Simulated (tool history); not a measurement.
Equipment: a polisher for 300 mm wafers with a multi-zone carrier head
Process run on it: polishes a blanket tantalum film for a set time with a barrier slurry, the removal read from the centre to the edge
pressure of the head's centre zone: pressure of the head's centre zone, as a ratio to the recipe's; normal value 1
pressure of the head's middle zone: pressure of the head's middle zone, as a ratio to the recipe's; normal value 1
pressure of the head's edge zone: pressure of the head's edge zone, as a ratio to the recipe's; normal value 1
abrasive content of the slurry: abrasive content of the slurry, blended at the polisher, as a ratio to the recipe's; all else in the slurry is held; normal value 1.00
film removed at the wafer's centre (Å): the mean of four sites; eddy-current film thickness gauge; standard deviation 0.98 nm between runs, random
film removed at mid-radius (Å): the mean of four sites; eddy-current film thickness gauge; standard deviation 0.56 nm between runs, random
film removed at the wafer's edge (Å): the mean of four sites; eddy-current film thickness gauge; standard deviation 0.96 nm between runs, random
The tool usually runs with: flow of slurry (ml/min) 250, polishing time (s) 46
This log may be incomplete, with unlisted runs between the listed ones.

run,day,flow of slurry (ml/min),pressure of the head's centre zone,pressure of the head's middle zone,pressure of the head's edge zone,abrasive content of the slurry,polishing time (s),wafers since the last listed run,wafers polished on this pad,hours since the slurry nozzle was cleaned,hours since the centre zone pressure was calibrated,hours since the edge zone pressure was calibrated,hours since the carrier head's membrane was replaced,"incoming thickness of the incoming film, nm",film removed at the wafer's centre (Å),film removed at mid-radius (Å),film removed at the wafer's edge (Å)
1,0.000,250,1,1,1,1.00,46,0,293,390.8,155.5,279.9,696.9,211.2,700,700,660
2,3.808,250,1,1,1,1.00,52,726,1019,482.2,246.9,371.3,788.3,213.1,785,778,770
# day 6.533: worn pad replaced by a new one
3,8.058,250,1,1,1,1.00,52,778,290,584.2,348.9,473.3,890.3,209.2,826,788,756
4,11.712,250,1,1,1,1.00,52,697,987,671.9,436.6,561.0,978.0,209.3,815,766,755
# day 13.796: worn pad replaced by a new one
# day 15.296: slurry nozzle cleaned
5,15.842,250,1,1,1,1.00,46,747,382,13.1,535.7,660.1,1077.1,211.9,759,697,682
# day 16.550: carrier head's membrane replaced by a new one
6,18.050,250,1,1,1,1.00,46,381,763,66.1,588.7,713.1,36.0,208.6,768,705,675
# day 21.104: worn pad replaced by a new one
# day 21.296: centre zone pressure recalibrated
7,21.475,250,1,1,1,1.00,46,605,54,148.3,4.3,795.3,118.2,209.4,684,701,668
8,23.479,250,1,1,1,0.75,54,382,437,196.4,52.4,843.4,166.3,210.8,760,770,752
9,26.042,250,1,1,1,1.00,46,488,925,257.9,113.9,904.9,227.8,210.4,697,698,694
# day 27.062: edge zone pressure recalibrated
# day 28.667: worn pad replaced by a new one
10,28.858,315,1,1,1,1.00,33,489,36,325.5,181.5,43.1,295.4,210.2,522,503,495

The next listed run, before its measurement:
11,30.958,165,1,1,1,1.00,46,400,437,375.9,231.9,93.5,345.8,206.7,?,?,?

Run 11 gave film removed at the wafer's centre (Å) 667, film removed at mid-radius (Å) 670, film removed at the wafer's edge (Å) 641.
Were there no unlogged condition in the tool, this run, its random variation unchanged, would have produced film removed at the wafer's centre (Å) 656, film removed at mid-radius (Å) 690, film removed at the wafer's edge (Å) 654.

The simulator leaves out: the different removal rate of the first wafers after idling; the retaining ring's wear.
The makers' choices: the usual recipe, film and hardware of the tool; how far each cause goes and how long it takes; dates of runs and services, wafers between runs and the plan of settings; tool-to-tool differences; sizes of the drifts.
